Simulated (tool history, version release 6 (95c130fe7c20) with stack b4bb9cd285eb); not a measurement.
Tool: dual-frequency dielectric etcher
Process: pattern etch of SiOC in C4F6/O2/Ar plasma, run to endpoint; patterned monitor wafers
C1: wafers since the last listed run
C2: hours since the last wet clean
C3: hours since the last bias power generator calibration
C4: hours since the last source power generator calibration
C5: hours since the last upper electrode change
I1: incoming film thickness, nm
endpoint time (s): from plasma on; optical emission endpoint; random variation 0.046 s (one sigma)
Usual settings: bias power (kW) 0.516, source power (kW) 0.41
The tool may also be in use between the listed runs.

Run 1, day 0: usual settings but bias power (kW) 0.413; C1 0; C2 209; C3 1742.2; C4 1122.6; C5 3357.6; I1 28.79. Result: endpoint time (s) 10.3.
Run 2, day 3.425: usual settings but bias power (kW) 0.453; C1 1077; C2 291.2; C3 1824.4; C4 1204.8; C5 3439.8; I1 28.35. Result: endpoint time (s) 9.7.
At day 6.683: wet clean of the chamber.
Run 3, day 6.704: usual settings but bias power (kW) 0.453; C1 717; C2 0.5; C3 1903.1; C4 1283.5; C5 3518.5; I1 28.58. Result: endpoint time (s) 10.1.
Run 4, day 7.567: usual settings but bias power (kW) 0.453; C1 271; C2 21.2; C3 1923.8; C4 1304.2; C5 3539.2; I1 28.59. Result: endpoint time (s) 10.1.
Run 5, day 10.246: usual settings; C1 843; C2 85.5; C3 1988.1; C4 1368.5; C5 3603.5; I1 28.67. Result: endpoint time (s) 9.6.
Run 6, day 12.246: usual settings; C1 629; C2 133.5; C3 2036.1; C4 1416.5; C5 3651.5; I1 28.67. Result: endpoint time (s) 9.6.
Run 7, day 14.242: usual settings; C1 628; C2 181.4; C3 2084; C4 1464.4; C5 3699.4; I1 28.81. Result: endpoint time (s) 9.7.
Run 8, day 18.1: usual settings; C1 1214; C2 274; C3 2176.6; C4 1557; C5 3792; I1 28.66. Result: endpoint time (s) 9.4.
Run 9, day 22.517: usual settings; C1 1389; C2 380; C3 2282.6; C4 1663; C5 3898; I1 28.84. Result: endpoint time (s) 9.4.
At day 25.329: wet clean of the chamber.
Run 10, day 25.808: usual settings but bias power (kW) 0.463; C1 721; C2 11.5; C3 2361.6; C4 1742; C5 3977; I1 28.79. Result: endpoint time (s) 10.1.
Run 11, day 27.567: usual settings but bias power (kW) 0.463; C1 553; C2 53.7; C3 2403.8; C4 1784.2; C5 4019.2; I1 28.72. Result: endpoint time (s) 10.1.
At day 30.192: bias power generator calibrated.
Run 12, day 30.567: usual settings but bias power (kW) 0.448; C1 891; C2 125.7; C3 9; C4 1856.2; C5 4091.2; I1 28.62. Result: endpoint time (s) 10.1.
Run 13, day 32.175: usual settings; C1 506; C2 164.3; C3 47.6; C4 1894.8; C5 4129.8; I1 28.96. Result: endpoint time (s) 9.7.
Run 14, day 34.196: usual settings but bias power (kW) 0.569; C1 635; C2 212.8; C3 96.1; C4 1943.3; C5 4178.3; I1 28.91. Result: endpoint time (s) 9.3.
Run 15, day 37.246: usual settings but bias power (kW) 0.569; C1 959; C2 286; C3 169.3; C4 2016.5; C5 4251.5; I1 28.67. Result: endpoint time (s) 9.2.
Run 16, day 41.4: usual settings but bias power (kW) 0.432, source power (kW) 0.34; C1 1307; C2 385.7; C3 269; C4 2116.2; C5 4351.2; I1 28.81. Result: endpoint time (s) 10.4.
At day 43.121: wet clean of the chamber.
Run 17, day 43.854: usual settings but bias power (kW) 0.483, source power (kW) 0.34; C1 457; C2 17.6; C3 327.9; C4 2175.1; C5 4410.1; I1 28.84. Result: endpoint time (s) 10.4.
At day 45.388: source power generator calibrated.
At day 47.338: upper electrode replaced, of another model than before.
Run 18, day 47.358: usual settings but bias power (kW) 0.616, source power (kW) 0.35; C1 735; C2 101.7; C3 412; C4 47.3; C5 0.5; I1 28.78. Result: endpoint time (s) 9.1.
Run 19, day 49.962: usual settings; C1 819; C2 164.2; C3 474.5; C4 109.8; C5 63; I1 28.52. Result: endpoint time (s) 9.6.
Run 20, day 52.862: usual settings but source power (kW) 0.47; C1 912; C2 233.8; C3 544.1; C4 179.4; C5 132.6; I1 28.57. Result: endpoint time (s) 9.3.
Run 21, day 56.604: usual settings but source power (kW) 0.51; C1 1177; C2 323.6; C3 633.9; C4 269.2; C5 222.4; I1 28.42. Result: endpoint time (s) 9.1.
Run 22, day 58.55: usual settings; C1 612; C2 370.3; C3 680.6; C4 315.9; C5 269.1; I1 28.74. Result: endpoint time (s) 9.5.
At day 60.475: wet clean of the chamber.
Run 23, day 61.888: usual settings but bias power (kW) 0.573, source power (kW) 0.37; C1 735; C2 33.9; C3 760.7; C4 396; C5 349.2; I1 28.55. Result: endpoint time (s) 9.4.
Run 24, day 63.421: usual settings but bias power (kW) 0.632, source power (kW) 0.47; C1 482; C2 70.7; C3 797.5; C4 432.8; C5 386; I1 28.87. Result: endpoint time (s) 8.7.
Run 25, day 67.888: usual settings but bias power (kW) 0.436, source power (kW) 0.37; C1 1405; C2 177.9; C3 904.7; C4 540; C5 493.2; I1 28.7. Result: endpoint time (s) 10.4.
Run 26, day 70.35: usual settings but bias power (kW) 0.398, source power (kW) 0.35; C1 774; C2 237; C3 963.8; C4 599.1; C5 552.3; I1 28.75. Result: endpoint time (s) 10.8.
Run 27, day 73.262: usual settings; C1 916; C2 306.9; C3 1033.7; C4 669; C5 622.2; I1 28.77. Result: endpoint time (s) 9.5.
At day 76.329: wet clean of the chamber.
Run 28, day 76.35: usual settings; C1 656; C2 0.5; C3 1107.8; C4 743.1; C5 696.3; I1 28.72. Result: endpoint time (s) 9.7.
Run 29, day 78.167: usual settings; C1 571; C2 44.1; C3 1151.4; C4 786.7; C5 739.9; I1 28.71. Result: endpoint time (s) 9.6.
Run 30, day 80.429: usual settings but bias power (kW) 0.475, source power (kW) 0.37; C1 712; C2 98.4; C3 1205.7; C4 841; C5 794.2; I1 28.71. Result: endpoint time (s) 10.2.
Run 31, day 84.517: usual settings but bias power (kW) 0.426, source power (kW) 0.35; C1 1286; C2 196.5; C3 1303.8; C4 939.1; C5 892.3; I1 28.84. Result: endpoint time (s) 10.5.

Forecast each of these 4 alternatives for the next run:
Run A, day 84.533: usual settings but source power (kW) 0.5; C1 5; C2 196.9; C3 1304.2; C4 939.5; C5 892.7; I1 28.56. Result: endpoint time (s) ?.
Run B, day 84.533: usual settings but bias power (kW) 0.429, source power (kW) 0.48; C1 5; C2 196.9; C3 1304.2; C4 939.5; C5 892.7; I1 28.56. Result: endpoint time (s) ?.
Run C, day 84.533: usual settings but bias power (kW) 0.558, source power (kW) 0.38; C1 5; C2 196.9; C3 1304.2; C4 939.5; C5 892.7; I1 28.56. Result: endpoint time (s) ?.
Run D, day 84.533: usual settings but bias power (kW) 0.399, source power (kW) 0.48; C1 5; C2 196.9; C3 1304.2; C4 939.5; C5 892.7; I1 28.56. Result: endpoint time (s) ?.

run  endpoint time (s)
  A                9.2
  B               10.1
  C                9.3
  D               10.4
Without the tool's hidden state the same runs would have given:
run  endpoint time (s)
  A                9.5
  B               10.3
  C                9.5
  D               10.7
